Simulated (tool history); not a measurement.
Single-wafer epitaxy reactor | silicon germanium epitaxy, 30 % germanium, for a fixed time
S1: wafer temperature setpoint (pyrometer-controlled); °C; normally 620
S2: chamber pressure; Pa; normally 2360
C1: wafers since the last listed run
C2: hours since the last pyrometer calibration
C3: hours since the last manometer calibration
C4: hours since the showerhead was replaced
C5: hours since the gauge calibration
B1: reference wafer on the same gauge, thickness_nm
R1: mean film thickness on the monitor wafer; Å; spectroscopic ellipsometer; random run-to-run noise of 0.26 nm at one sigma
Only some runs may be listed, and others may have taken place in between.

Run 1, hour 0: usual settings but S2 2786 Pa; C1 0; C2 360.9; C3 783.9; C4 5745.2; C5 683; B1 84.386. Result: R1 878.51 Å.
Run 2, hour 158.1: usual settings but S2 2786 Pa; C1 2807; C2 519; C3 942; C4 5903.3; C5 841.1; B1 84.355. Result: R1 877.98 Å.
Run 3, hour 196: usual settings; C1 673; C2 556.9; C3 979.9; C4 5941.2; C5 879; B1 84.405. Result: R1 798.07 Å.
At hour 224: capacitance manometer re-zeroed and calibrated.
Run 4, hour 244.7: usual settings; C1 722; C2 605.6; C3 20.7; C4 5989.9; C5 927.7; B1 84.425. Result: R1 802.51 Å.
Run 5, hour 315.2: usual settings but S1 609 °C; C1 1251; C2 676.1; C3 91.2; C4 6060.4; C5 998.2; B1 84.385. Result: R1 676.34 Å.
Run 6, hour 372.5: usual settings but S1 609 °C; C1 1017; C2 733.4; C3 148.5; C4 6117.7; C5 1055.5; B1 84.404. Result: R1 678.13 Å.
Run 7, hour 428.7: usual settings but S1 629 °C; C1 997; C2 789.6; C3 204.7; C4 6173.9; C5 1111.7; B1 84.399. Result: R1 916.08 Å.
Run 8, hour 493.2: usual settings but S1 631 °C; C1 1145; C2 854.1; C3 269.2; C4 6238.4; C5 1176.2; B1 84.407. Result: R1 949 Å.
At hour 557.8: gauge calibrated.
At hour 643.2: pyrometer calibrated.
Run 9, hour 688: usual settings but S1 631 °C; C1 3317; C2 44.8; C3 464; C4 6433.2; C5 130.2; B1 84.391. Result: R1 972.99 Å.
Run 10, hour 755.1: usual settings; C1 1191; C2 111.9; C3 531.1; C4 6500.3; C5 197.3; B1 84.427. Result: R1 813.32 Å.
Run 11, hour 848.3: usual settings; C1 1655; C2 205.1; C3 624.3; C4 6593.5; C5 290.5; B1 84.349. Result: R1 809.07 Å.
Run 12, hour 886.8: usual settings but S1 635 °C, S2 2653 Pa; C1 683; C2 243.6; C3 662.8; C4 6632; C5 329; B1 84.401. Result: R1 1076.13 Å.
Run 13, hour 967.2: usual settings but S1 610 °C, S2 1800 Pa; C1 1427; C2 324; C3 743.2; C4 6712.4; C5 409.4; B1 84.358. Result: R1 590.26 Å.
Run 14, hour 1040.2: usual settings but S1 624 °C, S2 1933 Pa; C1 1296; C2 397; C3 816.2; C4 6785.4; C5 482.4; B1 84.4. Result: R1 766.21 Å.
Run 15, hour 1100.9: usual settings but S1 629 °C, S2 2066 Pa; C1 1077; C2 457.7; C3 876.9; C4 6846.1; C5 543.1; B1 84.41. Result: R1 856.45 Å.
Run 16, hour 1150.6: usual settings; C1 882; C2 507.4; C3 926.6; C4 6895.8; C5 592.8; B1 84.426. Result: R1 797.83 Å.
At hour 1162.3: capacitance manometer re-zeroed and calibrated.
Run 17, hour 1247.4: usual settings; C1 1576; C2 604.2; C3 85.1; C4 6992.6; C5 689.6; B1 84.377. Result: R1 794.8 Å.
Run 18, hour 1327.7: usual settings but S1 615 °C; C1 1425; C2 684.5; C3 165.4; C4 7072.9; C5 769.9; B1 84.427. Result: R1 741.58 Å.
At hour 1365.6: showerhead replaced.
Run 19, hour 1373.6: usual settings but S1 614 °C, S2 2640 Pa; C1 673; C2 730.4; C3 211.3; C4 8; C5 815.8; B1 84.407. Result: R1 769.73 Å.
Run 20, hour 1435.2: usual settings but S1 624 °C; C1 1093; C2 792; C3 272.9; C4 69.6; C5 877.4; B1 84.398. Result: R1 851.38 Å.
Run 21, hour 1535: usual settings but S1 626 °C, S2 2080 Pa; C1 1772; C2 891.8; C3 372.7; C4 169.4; C5 977.2; B1 84.344. Result: R1 812.77 Å.
Run 22, hour 1605.2: usual settings but S1 631 °C, S2 1986 Pa; C1 1246; C2 962; C3 442.9; C4 239.6; C5 1047.4; B1 84.411. Result: R1 855.61 Å.
At hour 1690.7: pyrometer calibrated.
Run 23, hour 1709.2: usual settings but S1 627 °C, S2 1960 Pa; C1 1704; C2 18.5; C3 546.9; C4 343.6; C5 1151.4; B1 84.454. Result: R1 812.94 Å.

Branching from run 23: 4 alternative next runs. What would each branch give?
Run A, hour 1709.6: usual settings; C1 7; C2 18.9; C3 547.3; C4 344; C5 1151.8; B1 ?. Result: R1 ?.
Run B, hour 1709.6: usual settings but S1 612 °C; C1 7; C2 18.9; C3 547.3; C4 344; C5 1151.8; B1 ?. Result: R1 ?.
Run C, hour 1709.6: usual settings but S1 608 °C, S2 2906 Pa; C1 7; C2 18.9; C3 547.3; C4 344; C5 1151.8; B1 ?. Result: R1 ?.
Run D, hour 1709.6: usual settings but S1 629 °C, S2 1800 Pa; C1 7; C2 18.9; C3 547.3; C4 344; C5 1151.8; B1 ?. Result: R1 ?.

run      B1      R1
  A  84.384  814.94
  B  84.384  719.92
  C  84.384  754.11
  D  84.384  800.48
Without the tool's hidden state the same runs would have given:
run      R1
  A  820.15
  B  724.59
  C  759.05
  D  805.51
